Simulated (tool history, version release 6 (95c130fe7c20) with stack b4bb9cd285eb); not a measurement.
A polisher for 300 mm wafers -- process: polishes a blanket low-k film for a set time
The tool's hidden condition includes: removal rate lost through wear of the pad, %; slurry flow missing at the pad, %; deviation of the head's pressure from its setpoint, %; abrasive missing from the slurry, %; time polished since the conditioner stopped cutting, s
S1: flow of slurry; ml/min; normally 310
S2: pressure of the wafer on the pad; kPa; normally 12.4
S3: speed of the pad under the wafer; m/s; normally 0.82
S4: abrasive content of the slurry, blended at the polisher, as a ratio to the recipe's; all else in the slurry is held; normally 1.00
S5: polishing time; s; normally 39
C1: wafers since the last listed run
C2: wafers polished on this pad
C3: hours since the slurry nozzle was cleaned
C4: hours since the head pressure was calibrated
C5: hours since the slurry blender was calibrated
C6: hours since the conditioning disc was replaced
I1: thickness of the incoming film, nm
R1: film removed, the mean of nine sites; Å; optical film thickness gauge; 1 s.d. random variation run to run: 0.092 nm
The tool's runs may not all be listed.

| run | day | S1 | S2 | S3 | S4 | S5 | C1 | C2 | C3 | C4 | C5 | C6 | I1 | R1 |
|---|---|---|---|---|---|---|---|---|---|---|---|---|---|---|
| 1 | 0.000 | 385 | 12.4 | 0.82 | 1.00 | 39 | 0 | 2529 | 221.3 | 1130.6 | 134.9 | 141.3 | 435.4 | 141 |
| 2 | 3.675 | 310 | 12.4 | 0.82 | 1.00 | 39 | 1333 | 3862 | 309.5 | 1218.8 | 223.1 | 229.5 | 425.2 | 137 |
|  | 4.788 | head pressure recalibrated |
| 3 | 5.333 | 310 | 12.4 | 0.82 | 1.00 | 39 | 571 | 4434 | 349.3 | 13.1 | 262.9 | 269.3 | 427.4 | 138 |
| 4 | 9.662 | 310 | 12.4 | 0.82 | 1.00 | 39 | 1570 | 6004 | 453.2 | 117.0 | 366.8 | 373.2 | 423.8 | 137 |
|  | 11.862 | slurry nozzle cleaned |
| 5 | 13.950 | 310 | 12.4 | 0.92 | 1.00 | 39 | 1540 | 7545 | 50.1 | 219.9 | 469.7 | 476.1 | 421.7 | 149 |
|  | 14.108 | slurry blender recalibrated |
|  | 14.738 | conditioning disc replaced and pad reconditioned |
|  | 15.771 | worn pad replaced by a new one |
| 6 | 16.121 | 310 | 12.4 | 0.92 | 1.00 | 39 | 666 | 127 | 102.2 | 272.0 | 48.3 | 33.2 | 427.7 | 149 |
| 7 | 18.838 | 310 | 12.4 | 0.82 | 1.00 | 39 | 985 | 1112 | 167.4 | 337.2 | 113.5 | 98.4 | 435.7 | 138 |
| 8 | 22.883 | 265 | 12.4 | 0.82 | 1.00 | 39 | 1467 | 2580 | 264.5 | 434.3 | 210.6 | 195.5 | 431.3 | 136 |
| 9 | 26.479 | 310 | 12.4 | 0.74 | 1.00 | 39 | 1304 | 3884 | 350.8 | 520.6 | 296.9 | 281.8 | 430.8 | 129 |
| 10 | 30.654 | 310 | 10.3 | 0.64 | 0.90 | 39 | 1514 | 5399 | 451.0 | 620.8 | 397.1 | 382.0 | 422.9 | 93 |
|  | 32.592 | slurry blender recalibrated |
| 11 | 34.346 | 310 | 12.4 | 0.82 | 1.00 | 27 | 1309 | 6708 | 539.6 | 709.4 | 42.1 | 470.6 | 431.6 | 96 |
|  | 34.433 | slurry nozzle cleaned |
|  | 37.054 | conditioning disc replaced and pad reconditioned |
| 12 | 38.125 | 280 | 12.4 | 1.08 | 1.00 | 39 | 1325 | 8034 | 88.6 | 800.1 | 132.8 | 25.7 | 435.5 | 168 |
|  | 38.938 | worn pad replaced by a new one |
| 13 | 39.942 | 310 | 12.4 | 0.82 | 1.00 | 39 | 598 | 364 | 132.2 | 843.7 | 176.4 | 69.3 | 425.4 | 138 |
| 14 | 42.854 | 360 | 13.8 | 0.82 | 1.30 | 52 | 1056 | 1420 | 202.1 | 913.6 | 246.3 | 139.2 | 427.9 | 237 |
| 15 | 46.721 | 310 | 12.4 | 0.54 | 1.15 | 39 | 1402 | 2823 | 294.9 | 1006.4 | 339.1 | 232.0 | 437.5 | 113 |
| 16 | 49.908 | 310 | 15.2 | 0.82 | 1.15 | 39 | 1156 | 3979 | 371.4 | 1082.9 | 415.6 | 308.5 | 432.5 | 179 |
|  | 52.217 | head pressure recalibrated |
| 17 | 53.533 | 310 | 12.4 | 0.82 | 1.00 | 39 | 1284 | 5264 | 458.4 | 31.6 | 502.6 | 395.5 | 427.7 | 136 |
|  | 53.888 | slurry blender recalibrated |
| 18 | 56.283 | 310 | 12.4 | 0.92 | 1.00 | 39 | 967 | 6232 | 524.4 | 97.6 | 57.5 | 461.5 | 428.7 | 150 |
|  | 57.196 | slurry nozzle cleaned |
|  | 58.362 | worn pad replaced by a new one |
|  | 58.829 | conditioning disc replaced and pad reconditioned |
| 19 | 67.179 | 310 | 15.9 | 0.82 | 1.25 | 39 | 3846 | 3168 | 239.6 | 359.1 | 319.0 | 200.4 | 427.8 | 197 |
| 20 | 68.733 | 310 | 8.3 | 1.10 | 1.00 | 39 | 563 | 3731 | 276.9 | 396.4 | 356.3 | 237.7 | 428.8 | 122 |
| 21 | 72.675 | 310 | 13.8 | 0.98 | 0.85 | 48 | 1429 | 5161 | 371.5 | 491.0 | 450.9 | 332.3 | 427.1 | 189 |
|  | 72.850 | slurry blender recalibrated |
| 22 | 75.450 | 310 | 12.4 | 0.60 | 1.00 | 39 | 976 | 6138 | 438.1 | 557.6 | 62.4 | 398.9 | 434.9 | 111 |
|  | 76.342 | worn pad replaced by a new one |
|  | 77.425 | slurry nozzle cleaned |
| 23 | 79.733 | 310 | 12.4 | 0.82 | 1.00 | 39 | 1478 | 1215 | 55.4 | 660.4 | 165.2 | 501.7 | 423.8 | 138 |
|  | 81.667 | conditioning disc replaced and pad reconditioned |
| 24 | 82.725 | 310 | 12.4 | 0.82 | 1.00 | 39 | 1055 | 2270 | 127.2 | 732.2 | 237.0 | 25.4 | 424.3 | 138 |
| 25 | 85.504 | 310 | 12.4 | 0.62 | 1.00 | 39 | 1008 | 3279 | 193.9 | 798.9 | 303.7 | 92.1 | 431.7 | 114 |

4 ways to go on from here, each from the tool as it stands after run 25. What would each give?
| A | 85.521 | 410 | 12.4 | 0.82 | 1.00 | 39 | 6 | 3285 | 194.3 | 799.3 | 304.1 | 92.5 | 429.1 | ? |
| B | 85.521 | 350 | 10.3 | 0.82 | 1.00 | 47 | 6 | 3285 | 194.3 | 799.3 | 304.1 | 92.5 | 429.1 | ? |
| C | 85.521 | 230 | 9.7 | 0.82 | 1.00 | 39 | 6 | 3285 | 194.3 | 799.3 | 304.1 | 92.5 | 429.1 | ? |
| D | 85.521 | 225 | 12.4 | 0.64 | 1.00 | 39 | 6 | 3285 | 194.3 | 799.3 | 304.1 | 92.5 | 429.1 | ? |

| run | R1 |
|---|---|
| A | 141 |
| B | 143 |
| C | 107 |
| D | 111 |
What these runs would have given with no unlogged condition in the tool:
| run | R1 |
|---|---|
| A | 141 |
| B | 143 |
| C | 107 |
| D | 111 |
